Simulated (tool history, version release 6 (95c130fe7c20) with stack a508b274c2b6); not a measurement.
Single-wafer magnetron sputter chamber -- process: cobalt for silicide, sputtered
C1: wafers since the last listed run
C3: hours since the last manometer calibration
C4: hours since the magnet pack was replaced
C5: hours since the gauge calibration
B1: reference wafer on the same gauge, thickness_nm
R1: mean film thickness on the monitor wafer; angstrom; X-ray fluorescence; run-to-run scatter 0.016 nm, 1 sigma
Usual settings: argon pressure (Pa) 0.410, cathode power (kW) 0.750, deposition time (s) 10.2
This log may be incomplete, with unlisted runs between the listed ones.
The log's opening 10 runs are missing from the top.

{"run": 11, "hour": 148.5, "argon pressure (Pa)": 0.41, "cathode power (kW)": 0.75, "deposition time (s)": 10.2, "C1": 252, "wafers on the sputter target": 751, "C3": 1950.1, "C4": 10658.1, "C5": 488.5, "B1": 4.406, "R1": 35.46}
{"run": 12, "hour": 164.4, "argon pressure (Pa)": 0.41, "cathode power (kW)": 0.75, "deposition time (s)": 10.2, "C1": 282, "wafers on the sputter target": 1033, "C3": 1966.0, "C4": 10674.0, "C5": 504.4, "B1": 4.41, "R1": 35.02}
{"run": 13, "hour": 182.3, "argon pressure (Pa)": 0.41, "cathode power (kW)": 0.75, "deposition time (s)": 10.2, "C1": 318, "wafers on the sputter target": 1352, "C3": 1983.9, "C4": 10691.9, "C5": 522.3, "B1": 4.414, "R1": 35.08}
{"hour": 189.3, "done": "gauge calibrated"}
{"hour": 197.1, "done": "magnet pack replaced"}
{"run": 14, "hour": 197.6, "argon pressure (Pa)": 0.321, "cathode power (kW)": 0.75, "deposition time (s)": 8.8, "C1": 129, "wafers on the sputter target": 1481, "C3": 1999.2, "C4": 0.5, "C5": 8.3, "B1": 4.414, "R1": 31.42}
{"run": 15, "hour": 204.5, "argon pressure (Pa)": 0.283, "cathode power (kW)": 0.65, "deposition time (s)": 10.2, "C1": 122, "wafers on the sputter target": 1604, "C3": 2006.1, "C4": 7.4, "C5": 15.2, "B1": 4.411, "R1": 32.82}
{"run": 16, "hour": 220.8, "argon pressure (Pa)": 0.503, "cathode power (kW)": 0.75, "deposition time (s)": 10.2, "C1": 289, "wafers on the sputter target": 1893, "C3": 2022.4, "C4": 23.7, "C5": 31.5, "B1": 4.409, "R1": 33.4}
{"run": 17, "hour": 236.1, "argon pressure (Pa)": 0.557, "cathode power (kW)": 0.6, "deposition time (s)": 10.7, "C1": 271, "wafers on the sputter target": 2165, "C3": 2037.7, "C4": 39.0, "C5": 46.8, "B1": 4.406, "R1": 27.6}
{"hour": 246.0, "done": "sputter target and shields replaced, repeated, since the last time left the tool worse"}
{"run": 18, "hour": 288.3, "argon pressure (Pa)": 0.41, "cathode power (kW)": 0.75, "deposition time (s)": 8.2, "C1": 785, "wafers on the sputter target": 750, "C3": 2089.9, "C4": 91.2, "C5": 99.0, "B1": 4.414, "R1": 31.09}
{"run": 19, "hour": 301.1, "argon pressure (Pa)": 0.41, "cathode power (kW)": 0.75, "deposition time (s)": 10.2, "C1": 227, "wafers on the sputter target": 978, "C3": 2102.7, "C4": 104.0, "C5": 111.8, "B1": 4.415, "R1": 38.58}
{"run": 20, "hour": 315.9, "argon pressure (Pa)": 0.566, "cathode power (kW)": 0.75, "deposition time (s)": 9.3, "C1": 262, "wafers on the sputter target": 1241, "C3": 2117.5, "C4": 118.8, "C5": 126.6, "B1": 4.41, "R1": 32.32}
{"run": 21, "hour": 327.5, "argon pressure (Pa)": 0.41, "cathode power (kW)": 0.75, "deposition time (s)": 10.2, "C1": 206, "wafers on the sputter target": 1447, "C3": 2129.1, "C4": 130.4, "C5": 138.2, "B1": 4.411, "R1": 38.3}
{"run": 22, "hour": 337.7, "argon pressure (Pa)": 0.567, "cathode power (kW)": 0.6, "deposition time (s)": 10.2, "C1": 181, "wafers on the sputter target": 1628, "C3": 2139.3, "C4": 140.6, "C5": 148.4, "B1": 4.407, "R1": 28.88}
{"run": 23, "hour": 351.7, "argon pressure (Pa)": 0.41, "cathode power (kW)": 0.6, "deposition time (s)": 9.6, "C1": 248, "wafers on the sputter target": 1877, "C3": 2153.3, "C4": 154.6, "C5": 162.4, "B1": 4.412, "R1": 29.39}
{"run": 24, "hour": 369.2, "argon pressure (Pa)": 0.41, "cathode power (kW)": 0.65, "deposition time (s)": 9.2, "C1": 310, "wafers on the sputter target": 2188, "C3": 2170.8, "C4": 172.1, "C5": 179.9, "B1": 4.41, "R1": 30.09}
{"run": 25, "hour": 382.4, "argon pressure (Pa)": 0.491, "cathode power (kW)": 0.9, "deposition time (s)": 11.3, "C1": 234, "wafers on the sputter target": 2423, "C3": 2184.0, "C4": 185.3, "C5": 193.1, "B1": 4.416, "R1": 47.39}
{"hour": 394.9, "done": "capacitance manometer re-zeroed and calibrated"}
{"run": 26, "hour": 395.4, "argon pressure (Pa)": 0.41, "cathode power (kW)": 0.75, "deposition time (s)": 10.2, "C1": 88, "wafers on the sputter target": 2511, "C3": 0.5, "C4": 198.3, "C5": 206.1, "B1": 4.411, "R1": 37.96}
{"run": 27, "hour": 397.8, "argon pressure (Pa)": 0.41, "cathode power (kW)": 0.75, "deposition time (s)": 10.2, "C1": 42, "wafers on the sputter target": 2554, "C3": 2.9, "C4": 200.7, "C5": 208.5, "B1": 4.405, "R1": 37.81}
{"run": 28, "hour": 406.1, "argon pressure (Pa)": 0.41, "cathode power (kW)": 0.75, "deposition time (s)": 10.2, "C1": 147, "wafers on the sputter target": 2702, "C3": 11.2, "C4": 209.0, "C5": 216.8, "B1": 4.408, "R1": 37.75}
{"run": 29, "hour": 443.0, "argon pressure (Pa)": 0.41, "cathode power (kW)": 0.85, "deposition time (s)": 9.2, "C1": 655, "wafers on the sputter target": 3357, "C3": 48.1, "C4": 245.9, "C5": 253.7, "B1": 4.411, "R1": 38.02}
{"run": 30, "hour": 458.1, "argon pressure (Pa)": 0.523, "cathode power (kW)": 0.65, "deposition time (s)": 12.2, "C1": 268, "wafers on the sputter target": 3626, "C3": 63.2, "C4": 261.0, "C5": 268.8, "B1": 4.408, "R1": 37.44}
{"run": 31, "hour": 464.3, "argon pressure (Pa)": 0.41, "cathode power (kW)": 0.75, "deposition time (s)": 10.2, "C1": 110, "wafers on the sputter target": 3736, "C3": 69.4, "C4": 267.2, "C5": 275.0, "B1": 4.413, "R1": 37.98}
{"run": 32, "hour": 474.1, "argon pressure (Pa)": 0.298, "cathode power (kW)": 0.9, "deposition time (s)": 11.6, "C1": 174, "wafers on the sputter target": 3910, "C3": 79.2, "C4": 277.0, "C5": 284.8, "B1": 4.412, "R1": 53.98}
{"run": 33, "hour": 489.9, "argon pressure (Pa)": 0.41, "cathode power (kW)": 0.75, "deposition time (s)": 10.2, "C1": 280, "wafers on the sputter target": 4191, "C3": 95.0, "C4": 292.8, "C5": 300.6, "B1": 4.408, "R1": 37.6}
{"hour": 498.8, "done": "sputter target and shields replaced"}
{"run": 34, "hour": 507.6, "argon pressure (Pa)": 0.485, "cathode power (kW)": 0.75, "deposition time (s)": 10.2, "C1": 172, "wafers on the sputter target": 156, "C3": 112.7, "C4": 310.5, "C5": 318.3, "B1": 4.408, "R1": 37.34}
{"run": 35, "hour": 525.4, "argon pressure (Pa)": 0.263, "cathode power (kW)": 0.85, "deposition time (s)": 9.4, "C1": 316, "wafers on the sputter target": 472, "C3": 130.5, "C4": 328.3, "C5": 336.1, "B1": 4.407, "R1": 43.54}

Here are 4 independent what-if runs from the current tool condition. What would each one return?
{"run": "A", "hour": 525.8, "argon pressure (Pa)": 0.41, "cathode power (kW)": 0.75, "deposition time (s)": 10.2, "C1": 7, "wafers on the sputter target": 479, "C3": 130.9, "C4": 328.7, "C5": 336.5, "B1": "?", "R1": "?"}
{"run": "B", "hour": 525.8, "argon pressure (Pa)": 0.251, "cathode power (kW)": 0.75, "deposition time (s)": 10.2, "C1": 7, "wafers on the sputter target": 479, "C3": 130.9, "C4": 328.7, "C5": 336.5, "B1": "?", "R1": "?"}
{"run": "C", "hour": 525.8, "argon pressure (Pa)": 0.41, "cathode power (kW)": 0.7, "deposition time (s)": 10.2, "C1": 7, "wafers on the sputter target": 479, "C3": 130.9, "C4": 328.7, "C5": 336.5, "B1": "?", "R1": "?"}
{"run": "D", "hour": 525.8, "argon pressure (Pa)": 0.41, "cathode power (kW)": 0.9, "deposition time (s)": 11.5, "C1": 7, "wafers on the sputter target": 479, "C3": 130.9, "C4": 328.7, "C5": 336.5, "B1": "?", "R1": "?"}

run=A B1=4.413 R1=38.52
run=B B1=4.413 R1=41.95
run=C B1=4.413 R1=36.23
run=D B1=4.413 R1=51.19
Stripped of hidden state, with their random variation kept, the same runs would have yielded:
run=A R1=39.27
run=B R1=42.76
run=C R1=36.93
run=D R1=52.18

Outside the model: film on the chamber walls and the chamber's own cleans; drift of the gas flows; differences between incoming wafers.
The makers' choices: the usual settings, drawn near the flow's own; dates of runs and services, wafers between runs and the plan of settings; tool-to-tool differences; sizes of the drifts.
